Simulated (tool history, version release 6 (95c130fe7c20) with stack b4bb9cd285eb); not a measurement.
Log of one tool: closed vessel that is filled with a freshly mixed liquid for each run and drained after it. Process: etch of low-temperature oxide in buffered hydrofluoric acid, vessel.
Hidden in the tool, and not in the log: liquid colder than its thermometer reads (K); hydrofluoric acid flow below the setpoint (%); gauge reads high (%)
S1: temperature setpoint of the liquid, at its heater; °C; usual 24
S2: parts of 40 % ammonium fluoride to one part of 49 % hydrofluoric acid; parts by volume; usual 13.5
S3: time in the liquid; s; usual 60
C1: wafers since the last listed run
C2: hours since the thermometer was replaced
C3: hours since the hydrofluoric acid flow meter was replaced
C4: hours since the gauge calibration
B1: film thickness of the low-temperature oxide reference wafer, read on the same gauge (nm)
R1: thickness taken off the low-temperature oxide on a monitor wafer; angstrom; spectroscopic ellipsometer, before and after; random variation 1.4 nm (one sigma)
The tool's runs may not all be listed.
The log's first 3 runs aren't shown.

Run 4, day 1.454: usual settings but S2 15 parts by volume; C1 721; C2 1689.2; C3 1092.8; C4 256.4; B1 110. Result: R1 1582.9 angstrom.
Run 5, day 1.796: usual settings but S2 15 parts by volume; C1 591; C2 1697.4; C3 1101; C4 264.6; B1 110.02. Result: R1 1617.8 angstrom.
Run 6, day 3.829: usual settings but S2 15 parts by volume; C1 3523; C2 1746.2; C3 1149.8; C4 313.4; B1 109.99. Result: R1 1599.3 angstrom.
Run 7, day 4.2: usual settings but S1 27 °C, S2 10.5 parts by volume; C1 642; C2 1755.1; C3 1158.7; C4 322.3; B1 109.99. Result: R1 2698.9 angstrom.
At day 5.8: gauge calibrated.
Run 8, day 5.858: usual settings; C1 2873; C2 1794.9; C3 1198.5; C4 1.4; B1 110.01. Result: R1 1775.7 angstrom.
At day 6.3: thermometer replaced.
Run 9, day 6.483: usual settings but S1 20.5 °C, S2 8 parts by volume; C1 1010; C2 4.4; C3 1213.5; C4 16.4; B1 110. Result: R1 2743.6 angstrom.
Run 10, day 6.925: usual settings but S1 21 °C, S2 8.5 parts by volume, S3 80 s; C1 765; C2 15; C3 1224.1; C4 27; B1 109.99. Result: R1 3589.7 angstrom.
Run 11, day 7.371: usual settings but S2 16 parts by volume, S3 80 s; C1 772; C2 25.7; C3 1234.8; C4 37.7; B1 110. Result: R1 2340.7 angstrom.
Run 12, day 7.658: usual settings but S1 22.5 °C, S2 16 parts by volume, S3 80 s; C1 498; C2 32.6; C3 1241.7; C4 44.6; B1 109.99. Result: R1 2181 angstrom.
At day 7.804: hydrofluoric acid flow meter replaced.
Run 13, day 7.942: usual settings; C1 418; C2 39.4; C3 3.3; C4 51.4; B1 109.99. Result: R1 2075.8 angstrom.
Run 14, day 8.283: usual settings but S2 17 parts by volume, S3 85 s; C1 591; C2 47.6; C3 11.5; C4 59.6; B1 110.01. Result: R1 2328 angstrom.
Run 15, day 8.804: usual settings but S2 9.5 parts by volume, S3 75 s; C1 902; C2 60.1; C3 24; C4 72.1; B1 110. Result: R1 3571.2 angstrom.
Run 16, day 9.258: usual settings but S1 22.5 °C, S2 11 parts by volume, S3 45 s; C1 786; C2 71; C3 34.9; C4 83; B1 110.01. Result: R1 1747.3 angstrom.
Run 17, day 9.775: usual settings; C1 895; C2 83.4; C3 47.3; C4 95.4; B1 109.96. Result: R1 2066.5 angstrom.
Run 18, day 10.275: usual settings but S1 19 °C; C1 866; C2 95.4; C3 59.3; C4 107.4; B1 110. Result: R1 1572.3 angstrom.
Run 19, day 11.992: usual settings but S1 25.5 °C, S2 11 parts by volume, S3 75 s; C1 2974; C2 136.6; C3 100.5; C4 148.6; B1 110. Result: R1 3392.1 angstrom.
Run 20, day 12.325: usual settings but S1 20.5 °C, S2 8 parts by volume; C1 577; C2 144.6; C3 108.5; C4 156.6; B1 109.99. Result: R1 2781 angstrom.
Run 21, day 12.862: usual settings but S1 27.5 °C, S2 17 parts by volume, S3 70 s; C1 931; C2 157.5; C3 121.4; C4 169.5; B1 110. Result: R1 2293.6 angstrom.
Run 22, day 13.525: usual settings but S3 70 s; C1 1147; C2 173.4; C3 137.3; C4 185.4; B1 110. Result: R1 2365.8 angstrom.
Run 23, day 14.171: usual settings but S2 17 parts by volume, S3 85 s; C1 1119; C2 188.9; C3 152.8; C4 200.9; B1 110.01. Result: R1 2322.2 angstrom.
Run 24, day 14.508: usual settings but S1 26.5 °C, S2 11.5 parts by volume; C1 584; C2 197; C3 160.9; C4 209; B1 109.99. Result: R1 2734 angstrom.
Run 25, day 14.912: usual settings but S2 10 parts by volume; C1 700; C2 206.7; C3 170.6; C4 218.7; B1 110. Result: R1 2724.3 angstrom.
Run 26, day 15.333: usual settings but S1 29 °C, S2 17 parts by volume, S3 80 s; C1 729; C2 216.8; C3 180.7; C4 228.8; B1 110. Result: R1 2849.6 angstrom.
Run 27, day 15.975: usual settings but S1 27 °C; C1 1111; C2 232.2; C3 196.1; C4 244.2; B1 110.01. Result: R1 2398.4 angstrom.
Run 28, day 16.708: usual settings; C1 1270; C2 249.8; C3 213.7; C4 261.8; B1 110.01. Result: R1 2031.9 angstrom.

Forecast run 29:
Run 29, day 17.142: usual settings but S1 21 °C, S2 9 parts by volume, S3 45 s; C1 750; C2 260.2; C3 224.1; C4 272.2; B1 ?. Result: R1 ?.

Run 29 gave B1 110, R1 1874.5 angstrom.
Without the tool's hidden state the same run would have given R1 1913.6 angstrom.
